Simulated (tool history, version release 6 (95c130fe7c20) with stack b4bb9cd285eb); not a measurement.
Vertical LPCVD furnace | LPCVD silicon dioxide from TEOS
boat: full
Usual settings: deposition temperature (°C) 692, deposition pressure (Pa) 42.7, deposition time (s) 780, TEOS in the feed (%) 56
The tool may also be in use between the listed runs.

run	hour	deposition temperature (°C)	deposition pressure (Pa)	deposition time (s)	TEOS in the feed (%)	read-back reference wafer on the same gauge, thickness	film thickness on the monitor wafer in the middle of the boat (nm)
1	0	692	42.7	780	56	80.76	76.56
2	13.8	692	42.7	780	56	80.77	76.45
3	30.9	692	42.7	780	56	80.78	76.51
4	46.2	692	42.7	780	56	80.8	76.62
5	83.8	692	38	780	56	80.78	72.3
6	95.9	692	38	780	56	80.79	72.76
# hour 125.2: gauge calibrated
# hour 129: pressure gauge zeroed
7	129.5	692	42.7	780	56	80.77	77.09
8	134.1	692	42.7	780	56	80.81	77.3
9	141.4	687	42.7	870	56	80.78	76.17
10	148.4	692	42.7	780	56	80.78	77.06
11	157.1	692	34.7	780	56	80.77	69.54
# hour 184.8: TEOS flow controller replaced
# hour 190.8: thermocouples replaced and temperature profile calibrated
12	191.3	692	42.7	780	56	80.8	73.23
13	196	697	35.3	1050	62	80.85	105.76
14	200.7	699	42.7	780	53	80.82	83.87
15	209.3	701	42.7	780	56	80.85	90.2
16	217.6	698	42.7	570	56	80.79	61.12
17	236.2	692	50	780	49	80.76	73.68
18	285.4	684	50.7	510	63	80.82	45.54
19	295.8	681	38	780	56	80.8	53.32
20	306.9	692	42.7	780	56	80.78	73.22
21	318.9	692	42.7	540	60	80.78	52.26
22	329.1	692	42.7	780	56	80.75	73.17

Forecast each of these 5 alternatives for the next run:
A	333.9	692	42.7	480	56	?	?
B	333.9	683	37.3	1050	56	?	?
C	333.9	682	51.3	900	52	?	?
D	333.9	692	42.7	630	56	?	?
E	333.9	692	42.7	1050	45	?	?

run	read-back reference wafer on the same gauge, thickness	film thickness on the monitor wafer in the middle of the boat (nm)
A	80.79	44.73
B	80.79	73.84
C	80.79	69.82
D	80.79	58.7
E	80.79	87.7
Without the tool's hidden state the same runs would have given:
run	film thickness on the monitor wafer in the middle of the boat (nm)
A	44.03
B	72.67
C	68.71
D	57.79
E	86.33

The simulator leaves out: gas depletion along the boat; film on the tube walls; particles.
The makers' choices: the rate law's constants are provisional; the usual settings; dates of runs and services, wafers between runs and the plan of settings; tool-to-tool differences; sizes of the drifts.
